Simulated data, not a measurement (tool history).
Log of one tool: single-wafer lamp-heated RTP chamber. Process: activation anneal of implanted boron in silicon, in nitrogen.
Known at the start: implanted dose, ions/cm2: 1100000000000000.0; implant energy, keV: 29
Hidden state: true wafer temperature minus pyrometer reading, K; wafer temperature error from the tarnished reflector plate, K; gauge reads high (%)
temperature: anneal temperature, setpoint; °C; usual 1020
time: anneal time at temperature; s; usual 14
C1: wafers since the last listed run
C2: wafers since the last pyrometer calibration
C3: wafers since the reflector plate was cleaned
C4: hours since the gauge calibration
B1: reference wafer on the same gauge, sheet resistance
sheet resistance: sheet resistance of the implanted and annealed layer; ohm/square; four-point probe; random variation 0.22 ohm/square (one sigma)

Run 1, hour 0.0: usual settings but time 20 s; C1 0; C2 2200; C3 491; C4 444.4; B1 116.00. Result: sheet resistance 100.24 ohm/square.
Run 2, hour 27.8: usual settings but time 20 s; C1 500; C2 2701; C3 991; C4 472.2; B1 115.95. Result: sheet resistance 100.52 ohm/square.
Run 3, hour 52.0: usual settings but time 20 s; C1 435; C2 3137; C3 1427; C4 496.4; B1 116.04. Result: sheet resistance 100.62 ohm/square.
Run 4, hour 71.6: usual settings but time 10 s; C1 352; C2 3490; C3 1780; C4 516.0; B1 115.97. Result: sheet resistance 101.15 ohm/square.
Run 5, hour 93.0: usual settings but time 10 s; C1 385; C2 3875; C3 2165; C4 537.4; B1 115.94. Result: sheet resistance 101.26 ohm/square.
At hour 114.0: pyrometer window cleaned and pyrometer calibrated.
Run 6, hour 114.5: usual settings but time 10 s; C1 243; C2 8; C3 2408; C4 558.9; B1 116.06. Result: sheet resistance 101.58 ohm/square.
Run 7, hour 204.6: usual settings; C1 1622; C2 1630; C3 4030; C4 649.0; B1 115.94. Result: sheet resistance 101.08 ohm/square.
Run 8, hour 222.0: usual settings; C1 313; C2 1943; C3 4344; C4 666.4; B1 115.98. Result: sheet resistance 100.80 ohm/square.
Run 9, hour 251.8: usual settings but temperature 1003 °C, time 8 s; C1 536; C2 2480; C3 4880; C4 696.2; B1 116.00. Result: sheet resistance 104.16 ohm/square.
Run 10, hour 266.6: usual settings but temperature 1003 °C, time 8 s; C1 266; C2 2746; C3 5147; C4 711.0; B1 116.03. Result: sheet resistance 103.93 ohm/square.
At hour 286.4: gauge calibrated.
Run 11, hour 297.4: usual settings; C1 554; C2 3301; C3 5701; C4 11.0; B1 116.02. Result: sheet resistance 100.89 ohm/square.
At hour 325.9: pyrometer window cleaned and pyrometer calibrated.
Run 12, hour 326.4: usual settings; C1 378; C2 9; C3 6079; C4 40.0; B1 116.01. Result: sheet resistance 100.59 ohm/square.
Run 13, hour 342.7: usual settings but time 16 s; C1 293; C2 302; C3 6373; C4 56.3; B1 116.03. Result: sheet resistance 100.68 ohm/square.
Run 14, hour 360.2: usual settings but time 16 s; C1 315; C2 618; C3 6688; C4 73.8; B1 115.97. Result: sheet resistance 100.51 ohm/square.
Run 15, hour 376.8: usual settings but temperature 1042 °C; C1 298; C2 916; C3 6987; C4 90.4; B1 116.00. Result: sheet resistance 99.31 ohm/square.
Run 16, hour 398.7: usual settings but temperature 1026 °C; C1 394; C2 1311; C3 7381; C4 112.3; B1 116.02. Result: sheet resistance 100.01 ohm/square.
Run 17, hour 425.5: usual settings but temperature 1036 °C, time 6 s; C1 482; C2 1793; C3 7863; C4 139.1; B1 116.02. Result: sheet resistance 100.26 ohm/square.
Run 18, hour 458.8: usual settings but temperature 993 °C, time 22 s; C1 599; C2 2393; C3 8463; C4 172.4; B1 115.99. Result: sheet resistance 104.02 ohm/square.
Run 19, hour 484.0: usual settings but temperature 1012 °C; C1 453; C2 2846; C3 8917; C4 197.6; B1 116.06. Result: sheet resistance 101.66 ohm/square.
Run 20, hour 516.4: usual settings; C1 583; C2 3430; C3 9500; C4 230.0; B1 116.07. Result: sheet resistance 100.30 ohm/square.
Run 21, hour 540.8: usual settings; C1 439; C2 3869; C3 9939; C4 254.4; B1 116.06. Result: sheet resistance 100.40 ohm/square.
Run 22, hour 558.2: usual settings but temperature 1049 °C; C1 313; C2 4182; C3 10253; C4 271.8; B1 115.92. Result: sheet resistance 99.14 ohm/square.
At hour 590.4: reflector plate cleaned.
Run 23, hour 590.9: usual settings; C1 444; C2 4627; C3 9; C4 304.5; B1 115.97. Result: sheet resistance 101.18 ohm/square.
At hour 599.5: pyrometer window cleaned and pyrometer calibrated.
Run 24, hour 620.3: usual settings but temperature 1042 °C; C1 385; C2 374; C3 394; C4 333.9; B1 116.02. Result: sheet resistance 99.45 ohm/square.
Run 25, hour 654.4: usual settings but temperature 1006 °C; C1 613; C2 987; C3 1008; C4 368.0; B1 116.06. Result: sheet resistance 103.23 ohm/square.
Run 26, hour 666.5: usual settings but temperature 1003 °C; C1 217; C2 1205; C3 1226; C4 380.1; B1 115.99. Result: sheet resistance 103.94 ohm/square.
Run 27, hour 695.0: usual settings but temperature 1030 °C, time 10 s; C1 513; C2 1718; C3 1739; C4 408.6; B1 116.01. Result: sheet resistance 100.31 ohm/square.
Run 28, hour 712.4: usual settings but temperature 1005 °C, time 16 s; C1 313; C2 2032; C3 2053; C4 426.0; B1 116.01. Result: sheet resistance 103.26 ohm/square.
Run 29, hour 731.2: usual settings but temperature 998 °C, time 20 s; C1 338; C2 2370; C3 2391; C4 444.8; B1 116.07. Result: sheet resistance 103.76 ohm/square.
Run 30, hour 756.1: usual settings but temperature 1043 °C, time 22 s; C1 448; C2 2818; C3 2839; C4 469.7; B1 115.97. Result: sheet resistance 99.12 ohm/square.
Run 31, hour 771.1: usual settings but time 11 s; C1 270; C2 3089; C3 3109; C4 484.7; B1 115.94. Result: sheet resistance 101.51 ohm/square.
Run 32, hour 802.9: usual settings but temperature 1035 °C, time 9 s; C1 572; C2 3661; C3 3682; C4 516.5; B1 116.02. Result: sheet resistance 100.25 ohm/square.
Run 33, hour 827.9: usual settings but time 19 s; C1 450; C2 4111; C3 4132; C4 541.5; B1 116.03. Result: sheet resistance 100.73 ohm/square.

Measured less the same run without the tool's hidden state. The same run-to-run variation is in both; the gauge's scatter may not be:
run  sheet resistance
  1             -0.22
  2             -0.25
  3             -0.27
  4             -0.38
  5             -0.41
  6             -0.44
  7             -0.50
  8             -0.52
  9             -1.51
 10             -1.55
 11             -0.60
 12             -0.63
 13             -0.63
 14             -0.64
 15             -0.31
 16             -0.57
 17             -0.48
 18             -2.34
 19             -1.11
 20             -0.84
 21             -0.87
 22             -0.34
 23             -0.01
 24             -0.02
 25             -0.21
 26             -0.28
 27             -0.12
 28             -0.36
 29             -0.53
 30             -0.11
 31             -0.29
 32             -0.19
 33             -0.30
